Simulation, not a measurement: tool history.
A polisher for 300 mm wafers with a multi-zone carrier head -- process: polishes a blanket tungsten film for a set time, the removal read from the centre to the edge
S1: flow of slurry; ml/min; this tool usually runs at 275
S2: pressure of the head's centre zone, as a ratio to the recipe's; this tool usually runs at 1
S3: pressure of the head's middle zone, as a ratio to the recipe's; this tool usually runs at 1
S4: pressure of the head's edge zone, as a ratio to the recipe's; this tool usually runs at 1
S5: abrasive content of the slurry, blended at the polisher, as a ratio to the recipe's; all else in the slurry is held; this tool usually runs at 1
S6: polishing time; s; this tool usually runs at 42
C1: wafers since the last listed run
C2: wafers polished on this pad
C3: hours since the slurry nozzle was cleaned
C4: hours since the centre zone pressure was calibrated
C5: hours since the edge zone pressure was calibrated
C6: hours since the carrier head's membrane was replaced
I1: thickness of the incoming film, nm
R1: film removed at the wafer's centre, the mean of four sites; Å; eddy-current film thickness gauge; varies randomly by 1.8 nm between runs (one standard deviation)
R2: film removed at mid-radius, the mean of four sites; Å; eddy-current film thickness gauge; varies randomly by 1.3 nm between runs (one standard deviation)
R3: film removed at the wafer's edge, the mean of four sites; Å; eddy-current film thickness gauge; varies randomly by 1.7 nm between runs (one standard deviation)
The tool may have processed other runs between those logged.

| run | hour | S1 | S2 | S3 | S4 | S5 | S6 | C1 | C2 | C3 | C4 | C5 | C6 | I1 | R1 | R2 | R3 |
|---|---|---|---|---|---|---|---|---|---|---|---|---|---|---|---|---|---|
| 1 | 0 | 275 | 1 | 1 | 1.08 | 1 | 42 | 0 | 2473 | 240.2 | 728.6 | 748.7 | 1023.1 | 926 | 1269 | 1250 | 1315 |
|  | 10.9 | worn pad replaced by a new one |
| 2 | 37 | 275 | 1 | 1 | 1.08 | 1 | 42 | 377 | 298 | 277.2 | 765.6 | 785.7 | 1060.1 | 917 | 1245 | 1261 | 1321 |
|  | 196.5 | worn pad replaced by a new one |
| 3 | 242.7 | 275 | 1 | 1 | 1 | 1 | 42 | 2309 | 529 | 482.9 | 971.3 | 991.4 | 1265.8 | 932.4 | 1220 | 1203 | 1247 |
| 4 | 291.4 | 275 | 1 | 1 | 1 | 1 | 42 | 557 | 1086 | 531.6 | 1020 | 1040.1 | 1314.5 | 924 | 1214 | 1213 | 1272 |
| 5 | 320.9 | 275 | 1 | 1 | 1.05 | 1 | 42 | 337 | 1424 | 561.1 | 1049.5 | 1069.6 | 1344 | 916.8 | 1211 | 1197 | 1328 |
|  | 349 | slurry nozzle cleaned |
| 6 | 360.8 | 275 | 1 | 1 | 1.05 | 1 | 42 | 445 | 1870 | 11.8 | 1089.4 | 1109.5 | 1383.9 | 931.2 | 1280 | 1282 | 1315 |
|  | 368.6 | worn pad replaced by a new one |
|  | 374.9 | carrier head's membrane replaced by a new one |
| 7 | 425.1 | 275 | 1 | 1 | 1.05 | 1 | 42 | 633 | 590 | 76.1 | 1153.7 | 1173.8 | 50.2 | 913.3 | 1237 | 1268 | 1316 |
| 8 | 486.7 | 275 | 1 | 1 | 1 | 1 | 42 | 705 | 1295 | 137.7 | 1215.3 | 1235.4 | 111.8 | 918 | 1261 | 1248 | 1303 |
|  | 490.1 | centre zone pressure recalibrated |
| 9 | 528.2 | 275 | 1 | 1 | 1 | 1 | 42 | 452 | 1747 | 179.2 | 38.1 | 1276.9 | 153.3 | 927 | 1276 | 1256 | 1274 |
|  | 537.6 | worn pad replaced by a new one |
| 10 | 598.9 | 195 | 1 | 1 | 1 | 1 | 42 | 763 | 702 | 249.9 | 108.8 | 1347.6 | 224 | 931.7 | 1171 | 1195 | 1253 |
|  | 629.4 | edge zone pressure recalibrated |
| 11 | 644.5 | 275 | 1 | 1 | 1.03 | 1.1 | 42 | 499 | 1201 | 295.5 | 154.4 | 15.1 | 269.6 | 920.6 | 1287 | 1247 | 1337 |
| 12 | 688.6 | 330 | 0.88 | 1 | 1 | 1 | 42 | 504 | 1706 | 339.6 | 198.5 | 59.2 | 313.7 | 912.2 | 1142 | 1265 | 1316 |
| 13 | 716.5 | 275 | 1 | 1.04 | 1 | 0.75 | 28 | 319 | 2026 | 367.5 | 226.4 | 87.1 | 341.6 | 927.3 | 774 | 793 | 811 |
|  | 732.4 | worn pad replaced by a new one |
| 14 | 784 | 275 | 1 | 1 | 1 | 1 | 42 | 727 | 590 | 435 | 293.9 | 154.6 | 409.1 | 915.8 | 1269 | 1221 | 1281 |
| 15 | 824.4 | 275 | 1 | 1 | 1.05 | 1 | 42 | 462 | 1053 | 475.4 | 334.3 | 195 | 449.5 | 941.5 | 1265 | 1228 | 1313 |
|  | 860.5 | slurry nozzle cleaned |
| 16 | 874.6 | 275 | 1 | 1 | 1 | 1 | 42 | 563 | 1616 | 14.1 | 384.5 | 245.2 | 499.7 | 920.8 | 1279 | 1260 | 1294 |
| 17 | 914.9 | 275 | 1 | 1 | 0.94 | 1 | 50 | 461 | 2077 | 54.4 | 424.8 | 285.5 | 540 | 927.2 | 1521 | 1510 | 1511 |
|  | 923.9 | worn pad replaced by a new one |
| 18 | 986.7 | 275 | 1 | 1 | 1 | 1 | 48 | 776 | 719 | 126.2 | 496.6 | 357.3 | 611.8 | 919.4 | 1449 | 1437 | 1485 |

What if the next run were any one of these 3? Each begins from the tool's condition after run 18:
| A | 987.1 | 275 | 1 | 1.08 | 1 | 1 | 42 | 4 | 724 | 126.6 | 497 | 357.7 | 612.2 | 945.2 | ? | ? | ? |
| B | 987.1 | 320 | 1 | 1 | 1 | 0.9 | 32 | 4 | 724 | 126.6 | 497 | 357.7 | 612.2 | 945.2 | ? | ? | ? |
| C | 987.1 | 210 | 1 | 1.08 | 1 | 1 | 38 | 4 | 724 | 126.6 | 497 | 357.7 | 612.2 | 945.2 | ? | ? | ? |

| run | R1 | R2 | R3 |
|---|---|---|---|
| A | 1243 | 1305 | 1292 |
| B | 941 | 950 | 975 |
| C | 1094 | 1152 | 1148 |
With the hidden condition removed and each run's random variation left untouched, the same runs would have given:
| run | R1 | R2 | R3 |
|---|---|---|---|
| A | 1259 | 1320 | 1303 |
| B | 952 | 960 | 982 |
| C | 1111 | 1168 | 1159 |
